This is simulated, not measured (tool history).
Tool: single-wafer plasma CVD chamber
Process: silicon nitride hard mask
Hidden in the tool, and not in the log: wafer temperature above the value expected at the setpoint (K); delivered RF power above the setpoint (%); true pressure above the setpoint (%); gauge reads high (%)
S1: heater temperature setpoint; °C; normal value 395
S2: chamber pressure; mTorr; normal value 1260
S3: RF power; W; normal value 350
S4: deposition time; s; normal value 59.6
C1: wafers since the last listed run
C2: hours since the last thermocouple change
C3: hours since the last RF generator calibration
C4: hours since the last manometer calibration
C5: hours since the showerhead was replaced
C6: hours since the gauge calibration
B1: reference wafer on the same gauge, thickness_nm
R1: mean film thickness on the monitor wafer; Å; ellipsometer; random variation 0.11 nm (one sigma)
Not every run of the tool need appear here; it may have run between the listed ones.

run	day	S1	S2	S3	S4	C1	C2	C3	C4	C5	C6	B1	R1
1	0.000	395	1370	350	59.6	0	887.5	1828.3	692.9	2151.8	156.5	61.701	738.58
2	0.629	395	1260	350	59.6	353	902.6	1843.4	708.0	2166.9	171.6	61.696	717.40
# day 0.721: gauge calibrated
3	1.142	395	1260	350	59.6	287	914.9	1855.7	720.3	2179.2	10.1	61.697	715.93
4	1.667	395	1260	350	59.6	294	927.5	1868.3	732.9	2191.8	22.7	61.686	716.72
5	2.117	395	1260	350	59.6	252	938.3	1879.1	743.7	2202.6	33.5	61.683	714.94
6	2.462	395	1260	350	59.6	194	946.6	1887.4	752.0	2210.9	41.8	61.668	715.33
7	3.196	395	1260	350	59.6	411	964.2	1905.0	769.6	2228.5	59.4	61.702	715.82
8	3.483	395	1260	350	53.7	161	971.1	1911.9	776.5	2235.4	66.3	61.724	644.55
9	3.812	395	1260	350	53.7	184	979.0	1919.8	784.4	2243.3	74.2	61.672	644.43
10	4.317	395	1260	325	59.6	283	991.1	1931.9	796.5	2255.4	86.3	61.668	684.87
11	4.946	395	1260	325	59.6	353	1006.2	1947.0	811.6	2270.5	101.4	61.696	683.53
12	5.458	395	1260	325	59.6	287	1018.5	1959.3	823.9	2282.8	113.7	61.672	686.67
13	6.046	405	1260	305	59.6	329	1032.6	1973.4	838.0	2296.9	127.8	61.707	656.85
14	6.762	405	1260	305	59.6	402	1049.8	1990.6	855.2	2314.1	145.0	61.708	656.94
15	7.400	388	1160	315	66.3	357	1065.1	2005.9	870.5	2329.4	160.3	61.683	727.01
16	7.879	408	1360	415	66.6	268	1076.6	2017.4	882.0	2340.9	171.8	61.705	890.76
# day 8.383: thermocouple changed; heater temperature recalibrated
17	8.404	387	1260	295	59.6	107	0.5	2030.0	894.6	2353.5	184.4	61.709	651.03
# day 8.438: gauge calibrated
18	8.704	402	1260	350	59.6	168	7.7	2037.2	901.8	2360.7	6.4	61.703	710.42
19	9.079	395	1490	350	55.7	210	16.7	2046.2	910.8	2369.7	15.4	61.715	706.66
20	9.646	395	1380	400	70.8	318	30.3	2059.8	924.4	2383.3	29.0	61.707	937.46
# day 10.162: showerhead replaced
# day 10.179: RF generator calibrated
21	10.304	395	1260	285	59.6	172	46.1	3.0	940.2	3.4	44.8	61.706	660.00
22	10.775	391	1260	350	55.8	264	57.4	14.3	951.5	14.7	56.1	61.681	693.06
# day 11.162: capacitance manometer re-zeroed and calibrated
23	11.204	395	1260	350	59.6	53	67.7	24.6	1.0	25.0	66.4	61.720	754.31
24	11.850	388	1260	350	59.6	362	83.2	40.1	16.5	40.5	81.9	61.718	756.69
25	12.229	395	1260	350	59.6	212	92.3	49.2	25.6	49.6	91.0	61.712	752.39
26	12.875	395	1260	350	51.2	362	107.8	64.7	41.1	65.1	106.5	61.695	646.11
27	13.621	387	1260	295	59.6	418	125.7	82.6	59.0	83.0	124.4	61.686	687.96
28	14.212	387	1560	370	64.7	332	139.9	96.8	73.2	97.2	138.6	61.711	907.16
29	14.571	381	1380	395	51.9	201	148.5	105.4	81.8	105.8	147.2	61.687	727.44

Below are 4 alternative next runs, each starting from the tool's condition after run 29. Predict each:
A	14.588	386	1260	350	59.6	9	148.9	105.8	82.2	106.2	147.6	?	?
B	14.588	395	1180	350	54.7	9	148.9	105.8	82.2	106.2	147.6	?	?
C	14.588	386	1450	415	53.4	9	148.9	105.8	82.2	106.2	147.6	?	?
D	14.588	395	1260	320	59.6	9	148.9	105.8	82.2	106.2	147.6	?	?

run	B1	R1
A	61.702	753.62
B	61.702	671.94
C	61.702	777.08
D	61.702	715.54
What these runs would have given with no unlogged condition in the tool:
run	R1
A	758.13
B	676.06
C	781.51
D	719.88
